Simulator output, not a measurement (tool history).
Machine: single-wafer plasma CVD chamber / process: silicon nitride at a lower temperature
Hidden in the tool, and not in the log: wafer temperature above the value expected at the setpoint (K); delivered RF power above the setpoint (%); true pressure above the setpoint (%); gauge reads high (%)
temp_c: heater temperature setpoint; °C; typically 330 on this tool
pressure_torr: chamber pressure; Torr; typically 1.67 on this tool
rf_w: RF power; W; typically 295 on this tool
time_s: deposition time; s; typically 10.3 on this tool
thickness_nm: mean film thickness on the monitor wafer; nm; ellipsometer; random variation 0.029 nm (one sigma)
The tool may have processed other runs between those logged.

| run | hour | temp_c | pressure_torr | rf_w | time_s | wafers since the last listed run | hours since the last thermocouple change | hours since the last RF generator calibration | hours since the last manometer calibration | hours since the showerhead was replaced | hours since the gauge calibration | read-back reference wafer on the same gauge, thickness_nm | thickness_nm |
|---|---|---|---|---|---|---|---|---|---|---|---|---|---|
| 1 | 0 | 330 | 1.67 | 295 | 10.3 | 0 | 1101.8 | 1931.5 | 1842.7 | 4929.4 | 42.2 | 11.444 | 10.95 |
| 2 | 32.4 | 330 | 1.67 | 295 | 10.3 | 485 | 1134.2 | 1963.9 | 1875.1 | 4961.8 | 74.6 | 11.428 | 10.887 |
| 3 | 56.6 | 330 | 1.67 | 295 | 10.3 | 362 | 1158.4 | 1988.1 | 1899.3 | 4986 | 98.8 | 11.414 | 10.952 |
| 4 | 73.8 | 330 | 1.67 | 310 | 10.3 | 257 | 1175.6 | 2005.3 | 1916.5 | 5003.2 | 116 | 11.412 | 11.369 |
| 5 | 98.1 | 330 | 1.67 | 295 | 10.3 | 363 | 1199.9 | 2029.6 | 1940.8 | 5027.5 | 140.3 | 11.403 | 10.957 |
|  | 123.8 | RF generator calibrated |
|  | 125.6 | capacitance manometer re-zeroed and calibrated |
| 6 | 126.1 | 320 | 1.67 | 295 | 11.1 | 271 | 1227.9 | 2.3 | 0.5 | 5055.5 | 168.3 | 11.395 | 11.813 |
| 7 | 141.4 | 320 | 1.67 | 295 | 11.1 | 229 | 1243.2 | 17.6 | 15.8 | 5070.8 | 183.6 | 11.408 | 11.818 |
|  | 170.2 | showerhead replaced |
| 8 | 170.7 | 330 | 1.67 | 310 | 10.3 | 319 | 1272.5 | 46.9 | 45.1 | 0.5 | 212.9 | 11.391 | 11.346 |
| 9 | 189.3 | 330 | 1.67 | 235 | 11.6 | 278 | 1291.1 | 65.5 | 63.7 | 19.1 | 231.5 | 11.393 | 10.323 |
|  | 204.2 | gauge calibrated |
| 10 | 225.2 | 330 | 1.67 | 295 | 10.3 | 537 | 1327 | 101.4 | 99.6 | 55 | 21 | 11.476 | 10.976 |
|  | 249.5 | thermocouple changed; heater temperature recalibrated |
| 11 | 250 | 342 | 1.67 | 295 | 10.3 | 251 | 0.5 | 126.2 | 124.4 | 79.8 | 45.8 | 11.459 | 10.929 |
| 12 | 275 | 338 | 1.83 | 295 | 11.8 | 374 | 25.5 | 151.2 | 149.4 | 104.8 | 70.8 | 11.44 | 12.727 |
| 13 | 294.1 | 342 | 1.67 | 295 | 9 | 286 | 44.6 | 170.3 | 168.5 | 123.9 | 89.9 | 11.432 | 9.514 |
| 14 | 318.6 | 330 | 1.67 | 295 | 10.3 | 366 | 69.1 | 194.8 | 193 | 148.4 | 114.4 | 11.426 | 10.925 |

Some steps in thickness_nm between neighbouring runs. How much of each would the tool show without its hidden state too (settings, what came in, random variation), and how much is left for the hidden state, with any gauge scatter that isn't in both results?
Run 9 -> 10: rf_w 235 -> 295, time_s 11.6 -> 10.3, gauge calibrated. thickness_nm +0.653 nm: hidden state +0.082, all else +0.571.
Run 12 -> 13: temp_c 338 -> 342, pressure_torr 1.83 -> 1.67, time_s 11.8 -> 9. thickness_nm -3.213 nm: hidden state +0.009, all else -3.222.

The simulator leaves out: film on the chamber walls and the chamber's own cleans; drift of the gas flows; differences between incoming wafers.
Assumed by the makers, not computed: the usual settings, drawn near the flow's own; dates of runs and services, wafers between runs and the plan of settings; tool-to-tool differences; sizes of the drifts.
